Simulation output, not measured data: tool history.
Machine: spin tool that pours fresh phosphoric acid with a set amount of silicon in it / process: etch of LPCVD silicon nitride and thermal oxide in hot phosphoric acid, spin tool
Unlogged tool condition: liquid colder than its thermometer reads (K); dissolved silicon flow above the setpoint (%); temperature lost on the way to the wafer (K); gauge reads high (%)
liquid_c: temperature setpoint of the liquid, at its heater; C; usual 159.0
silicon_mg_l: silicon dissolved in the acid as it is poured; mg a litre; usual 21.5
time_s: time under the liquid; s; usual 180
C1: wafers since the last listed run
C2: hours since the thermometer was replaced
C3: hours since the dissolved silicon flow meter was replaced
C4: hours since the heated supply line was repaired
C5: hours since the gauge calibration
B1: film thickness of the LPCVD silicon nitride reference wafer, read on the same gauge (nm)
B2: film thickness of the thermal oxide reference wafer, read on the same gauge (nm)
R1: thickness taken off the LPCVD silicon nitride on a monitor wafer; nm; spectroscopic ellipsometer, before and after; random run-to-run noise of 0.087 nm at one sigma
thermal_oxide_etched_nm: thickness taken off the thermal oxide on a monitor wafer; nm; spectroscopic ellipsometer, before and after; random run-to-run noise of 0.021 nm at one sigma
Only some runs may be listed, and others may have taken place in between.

{"run": 1, "hour": 0.0, "liquid_c": 159.0, "silicon_mg_l": 21.5, "time_s": 180, "C1": 0, "C2": 1377.0, "C3": 428.2, "C4": 2316.1, "C5": 1999.7, "B1": 110.0, "B2": 40.004, "R1": 14.16, "thermal_oxide_etched_nm": 0.267}
{"hour": 10.5, "done": "heated supply line repaired"}
{"run": 2, "hour": 52.7, "liquid_c": 159.0, "silicon_mg_l": 21.5, "time_s": 180, "C1": 202, "C2": 1429.7, "C3": 480.9, "C4": 42.2, "C5": 2052.4, "B1": 110.04, "B2": 40.004, "R1": 14.82, "thermal_oxide_etched_nm": 0.262}
{"hour": 54.9, "done": "gauge calibrated"}
{"hour": 79.4, "done": "dissolved silicon flow meter replaced"}
{"run": 3, "hour": 90.2, "liquid_c": 159.0, "silicon_mg_l": 21.5, "time_s": 245, "C1": 143, "C2": 1467.2, "C3": 10.8, "C4": 79.7, "C5": 35.3, "B1": 110.02, "B2": 39.999, "R1": 19.95, "thermal_oxide_etched_nm": 0.388}
{"run": 4, "hour": 124.9, "liquid_c": 159.0, "silicon_mg_l": 5.0, "time_s": 180, "C1": 136, "C2": 1501.9, "C3": 45.5, "C4": 114.4, "C5": 70.0, "B1": 109.97, "B2": 39.99, "R1": 14.73, "thermal_oxide_etched_nm": 0.441}
{"run": 5, "hour": 188.0, "liquid_c": 159.0, "silicon_mg_l": 21.5, "time_s": 180, "C1": 247, "C2": 1565.0, "C3": 108.6, "C4": 177.5, "C5": 133.1, "B1": 109.99, "B2": 40.034, "R1": 14.67, "thermal_oxide_etched_nm": 0.256}
{"run": 6, "hour": 222.8, "liquid_c": 157.0, "silicon_mg_l": 34.5, "time_s": 275, "C1": 136, "C2": 1599.8, "C3": 143.4, "C4": 212.3, "C5": 167.9, "B1": 109.99, "B2": 40.01, "R1": 21.28, "thermal_oxide_etched_nm": 0.221}
{"run": 7, "hour": 248.4, "liquid_c": 157.0, "silicon_mg_l": 21.5, "time_s": 145, "C1": 100, "C2": 1625.4, "C3": 169.0, "C4": 237.9, "C5": 193.5, "B1": 110.0, "B2": 40.018, "R1": 11.08, "thermal_oxide_etched_nm": 0.191}
{"run": 8, "hour": 307.5, "liquid_c": 159.0, "silicon_mg_l": 21.5, "time_s": 275, "C1": 231, "C2": 1684.5, "C3": 228.1, "C4": 297.0, "C5": 252.6, "B1": 109.98, "B2": 39.98, "R1": 22.55, "thermal_oxide_etched_nm": 0.463}
{"run": 9, "hour": 358.8, "liquid_c": 159.0, "silicon_mg_l": 21.5, "time_s": 180, "C1": 201, "C2": 1735.8, "C3": 279.4, "C4": 348.3, "C5": 303.9, "B1": 110.03, "B2": 39.986, "R1": 14.7, "thermal_oxide_etched_nm": 0.313}
{"run": 10, "hour": 396.8, "liquid_c": 160.5, "silicon_mg_l": 26.0, "time_s": 180, "C1": 149, "C2": 1773.8, "C3": 317.4, "C4": 386.3, "C5": 341.9, "B1": 109.98, "B2": 39.993, "R1": 15.41, "thermal_oxide_etched_nm": 0.263}
{"hour": 400.7, "done": "thermometer replaced"}
{"run": 11, "hour": 432.8, "liquid_c": 159.0, "silicon_mg_l": 21.5, "time_s": 260, "C1": 137, "C2": 32.1, "C3": 353.4, "C4": 422.3, "C5": 377.9, "B1": 110.01, "B2": 39.991, "R1": 21.13, "thermal_oxide_etched_nm": 0.433}
{"run": 12, "hour": 482.3, "liquid_c": 159.0, "silicon_mg_l": 21.5, "time_s": 180, "C1": 194, "C2": 81.6, "C3": 402.9, "C4": 471.8, "C5": 427.4, "B1": 109.99, "B2": 40.007, "R1": 14.7, "thermal_oxide_etched_nm": 0.25}
{"hour": 508.3, "done": "dissolved silicon flow meter replaced"}
{"run": 13, "hour": 530.2, "liquid_c": 159.0, "silicon_mg_l": 21.5, "time_s": 180, "C1": 183, "C2": 129.5, "C3": 21.9, "C4": 519.7, "C5": 475.3, "B1": 110.02, "B2": 40.008, "R1": 14.69, "thermal_oxide_etched_nm": 0.26}
{"run": 14, "hour": 587.1, "liquid_c": 160.5, "silicon_mg_l": 21.5, "time_s": 235, "C1": 223, "C2": 186.4, "C3": 78.8, "C4": 576.6, "C5": 532.2, "B1": 109.98, "B2": 40.041, "R1": 19.97, "thermal_oxide_etched_nm": 0.425}
{"run": 15, "hour": 613.5, "liquid_c": 160.0, "silicon_mg_l": 27.0, "time_s": 130, "C1": 103, "C2": 212.8, "C3": 105.2, "C4": 603.0, "C5": 558.6, "B1": 110.0, "B2": 39.973, "R1": 10.96, "thermal_oxide_etched_nm": 0.192}
{"run": 16, "hour": 677.6, "liquid_c": 159.0, "silicon_mg_l": 21.5, "time_s": 180, "C1": 251, "C2": 276.9, "C3": 169.3, "C4": 667.1, "C5": 622.7, "B1": 110.01, "B2": 40.028, "R1": 14.67, "thermal_oxide_etched_nm": 0.306}
{"run": 17, "hour": 715.9, "liquid_c": 159.0, "silicon_mg_l": 21.5, "time_s": 180, "C1": 150, "C2": 315.2, "C3": 207.6, "C4": 705.4, "C5": 661.0, "B1": 109.99, "B2": 40.006, "R1": 14.67, "thermal_oxide_etched_nm": 0.274}
{"run": 18, "hour": 750.9, "liquid_c": 159.0, "silicon_mg_l": 21.5, "time_s": 180, "C1": 137, "C2": 350.2, "C3": 242.6, "C4": 740.4, "C5": 696.0, "B1": 110.0, "B2": 39.981, "R1": 14.64, "thermal_oxide_etched_nm": 0.24}
{"run": 19, "hour": 797.4, "liquid_c": 158.0, "silicon_mg_l": 38.0, "time_s": 180, "C1": 182, "C2": 396.7, "C3": 289.1, "C4": 786.9, "C5": 742.5, "B1": 109.97, "B2": 39.989, "R1": 14.25, "thermal_oxide_etched_nm": 0.106}
{"run": 20, "hour": 863.5, "liquid_c": 156.5, "silicon_mg_l": 34.5, "time_s": 285, "C1": 259, "C2": 462.8, "C3": 355.2, "C4": 853.0, "C5": 808.6, "B1": 110.01, "B2": 39.96, "R1": 21.13, "thermal_oxide_etched_nm": 0.217}
{"run": 21, "hour": 933.5, "liquid_c": 157.0, "silicon_mg_l": 10.5, "time_s": 240, "C1": 274, "C2": 532.8, "C3": 425.2, "C4": 923.0, "C5": 878.6, "B1": 109.99, "B2": 39.965, "R1": 18.25, "thermal_oxide_etched_nm": 0.407}

Alternative continuations, all from the tool just after run 21; predict every row:
{"run": "A", "hour": 934.0, "liquid_c": 159.0, "silicon_mg_l": 21.5, "time_s": 215, "C1": 1, "C2": 533.3, "C3": 425.7, "C4": 923.5, "C5": 879.1, "B1": "?", "B2": "?", "R1": "?", "thermal_oxide_etched_nm": "?"}
{"run": "B", "hour": 934.0, "liquid_c": 157.0, "silicon_mg_l": 21.5, "time_s": 180, "C1": 1, "C2": 533.3, "C3": 425.7, "C4": 923.5, "C5": 879.1, "B1": "?", "B2": "?", "R1": "?", "thermal_oxide_etched_nm": "?"}
{"run": "C", "hour": 934.0, "liquid_c": 159.0, "silicon_mg_l": 9.5, "time_s": 265, "C1": 1, "C2": 533.3, "C3": 425.7, "C4": 923.5, "C5": 879.1, "B1": "?", "B2": "?", "R1": "?", "thermal_oxide_etched_nm": "?"}
{"run": "D", "hour": 934.0, "liquid_c": 162.0, "silicon_mg_l": 21.5, "time_s": 260, "C1": 1, "C2": 533.3, "C3": 425.7, "C4": 923.5, "C5": 879.1, "B1": "?", "B2": "?", "R1": "?", "thermal_oxide_etched_nm": "?"}
{"run": "E", "hour": 934.0, "liquid_c": 156.5, "silicon_mg_l": 32.5, "time_s": 180, "C1": 1, "C2": 533.3, "C3": 425.7, "C4": 923.5, "C5": 879.1, "B1": "?", "B2": "?", "R1": "?", "thermal_oxide_etched_nm": "?"}

run=A B1=110.02 B2=40.009 R1=17.38 thermal_oxide_etched_nm=0.359
run=B B1=110.02 B2=40.009 R1=13.60 thermal_oxide_etched_nm=0.259
run=C B1=110.02 B2=40.009 R1=21.42 thermal_oxide_etched_nm=0.601
run=D B1=110.02 B2=40.009 R1=23.25 thermal_oxide_etched_nm=0.542
run=E B1=110.02 B2=40.009 R1=13.37 thermal_oxide_etched_nm=0.167
With no hidden state in the tool, these same runs would have given:
run=A R1=17.72 thermal_oxide_etched_nm=0.375
run=B R1=13.86 thermal_oxide_etched_nm=0.270
run=C R1=21.84 thermal_oxide_etched_nm=0.627
run=D R1=23.69 thermal_oxide_etched_nm=0.565
run=E R1=13.63 thermal_oxide_etched_nm=0.175

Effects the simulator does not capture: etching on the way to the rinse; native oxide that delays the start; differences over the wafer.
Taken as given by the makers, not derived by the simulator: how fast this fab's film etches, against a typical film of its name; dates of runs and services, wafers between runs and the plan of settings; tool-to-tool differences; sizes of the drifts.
